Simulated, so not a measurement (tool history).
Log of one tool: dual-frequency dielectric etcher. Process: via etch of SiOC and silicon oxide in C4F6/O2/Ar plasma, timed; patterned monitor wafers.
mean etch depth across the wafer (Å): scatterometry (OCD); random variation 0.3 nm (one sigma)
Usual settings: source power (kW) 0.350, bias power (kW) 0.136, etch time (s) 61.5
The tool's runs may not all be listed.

run	hour	source power (kW)	bias power (kW)	etch time (s)	wafers since the last listed run	hours since the last wet clean	hours since the last source power generator calibration	hours since the last bias power generator calibration	hours since the last upper electrode change	hours since the gauge calibration	read-back reference wafer on the same gauge, depth_nm	mean etch depth across the wafer (Å)
1	0.0	0.390	0.136	61.5	0	202.1	1285.0	2691.1	2676.1	364.5	64.1	599
2	17.8	0.390	0.136	61.5	292	219.9	1302.8	2708.9	2693.9	382.3	64.0	600
3	32.6	0.350	0.136	61.5	243	234.7	1317.6	2723.7	2708.7	397.1	64.0	568
# hour 35.6: gauge calibrated
4	54.1	0.350	0.136	61.5	353	256.2	1339.1	2745.2	2730.2	18.5	64.1	569
5	86.8	0.350	0.136	61.5	538	288.9	1371.8	2777.9	2762.9	51.2	64.1	566
6	108.8	0.350	0.136	61.5	362	310.9	1393.8	2799.9	2784.9	73.2	64.1	570
7	141.1	0.350	0.136	61.5	531	343.2	1426.1	2832.2	2817.2	105.5	64.1	565
8	159.3	0.320	0.136	61.5	299	361.4	1444.3	2850.4	2835.4	123.7	64.1	541
9	188.1	0.320	0.136	61.5	474	390.2	1473.1	2879.2	2864.2	152.5	64.1	540
10	215.1	0.350	0.136	61.5	444	417.2	1500.1	2906.2	2891.2	179.5	64.1	559
# hour 251.0: wet clean of the chamber
11	251.5	0.350	0.136	61.5	204	0.5	1536.5	2942.6	2927.6	215.9	64.2	572
12	258.7	0.350	0.154	61.5	118	7.7	1543.7	2949.8	2934.8	223.1	64.0	598
13	289.6	0.350	0.154	61.5	508	38.6	1574.6	2980.7	2965.7	254.0	64.1	594
14	301.9	0.350	0.154	61.5	202	50.9	1586.9	2993.0	2978.0	266.3	64.0	594
# hour 326.0: bias power generator calibrated
15	326.7	0.350	0.136	61.5	342	75.7	1611.7	0.7	3002.8	291.1	64.1	576
16	347.7	0.350	0.110	61.5	345	96.7	1632.7	21.7	3023.8	312.1	64.1	535
# hour 382.2: source power generator calibrated
# hour 388.0: upper electrode replaced
17	388.5	0.310	0.102	71.0	510	137.5	6.3	62.5	0.5	352.9	64.1	570
18	395.5	0.400	0.136	61.5	115	144.5	13.3	69.5	7.5	359.9	64.2	604
19	440.1	0.350	0.155	70.5	734	189.1	57.9	114.1	52.1	404.5	64.0	676
20	460.5	0.420	0.145	80.0	335	209.5	78.3	134.5	72.5	424.9	64.1	808
21	496.4	0.300	0.136	61.5	590	245.4	114.2	170.4	108.4	460.8	64.1	520
# hour 513.4: gauge calibrated
22	521.7	0.390	0.136	61.5	416	270.7	139.5	195.7	133.7	8.3	64.1	587
23	552.1	0.350	0.136	52.5	500	301.1	169.9	226.1	164.1	38.7	64.2	474
24	583.5	0.420	0.167	69.0	516	332.5	201.3	257.5	195.5	70.1	64.0	720
25	616.7	0.310	0.164	78.5	546	365.7	234.5	290.7	228.7	103.3	64.1	709
26	652.1	0.380	0.103	46.5	582	401.1	269.9	326.1	264.1	138.7	64.1	400
# hour 743.8: wet clean of the chamber
27	749.7	0.350	0.136	61.5	1211	5.9	367.5	423.7	361.7	236.3	64.1	577
28	783.0	0.350	0.136	61.5	548	39.2	400.8	457.0	395.0	269.6	64.1	578
29	813.2	0.350	0.109	61.5	497	69.4	431.0	487.2	425.2	299.8	64.2	538
30	828.8	0.350	0.136	61.5	256	85.0	446.6	502.8	440.8	315.4	64.1	574

Measured less the same run without the tool's hidden state. The same run-to-run variation is in both; the gauge's scatter may not be:
The hidden state here: etch rate over this chamber's usual, %; source power that arrives over what is set, %; bias power that arrives over what is set, %; gauge reads high (%).
run	mean etch depth across the wafer (Å)
1	-10
2	-11
3	-12
4	-13
5	-15
6	-16
7	-18
8	-18
9	-20
10	-22
11	-5
12	-5
13	-7
14	-8
15	-10
16	-10
17	-13
18	-14
19	-19
20	-24
21	-18
22	-22
23	-18
24	-31
25	-33
26	-20
27	-2
28	-5
29	-6
30	-7

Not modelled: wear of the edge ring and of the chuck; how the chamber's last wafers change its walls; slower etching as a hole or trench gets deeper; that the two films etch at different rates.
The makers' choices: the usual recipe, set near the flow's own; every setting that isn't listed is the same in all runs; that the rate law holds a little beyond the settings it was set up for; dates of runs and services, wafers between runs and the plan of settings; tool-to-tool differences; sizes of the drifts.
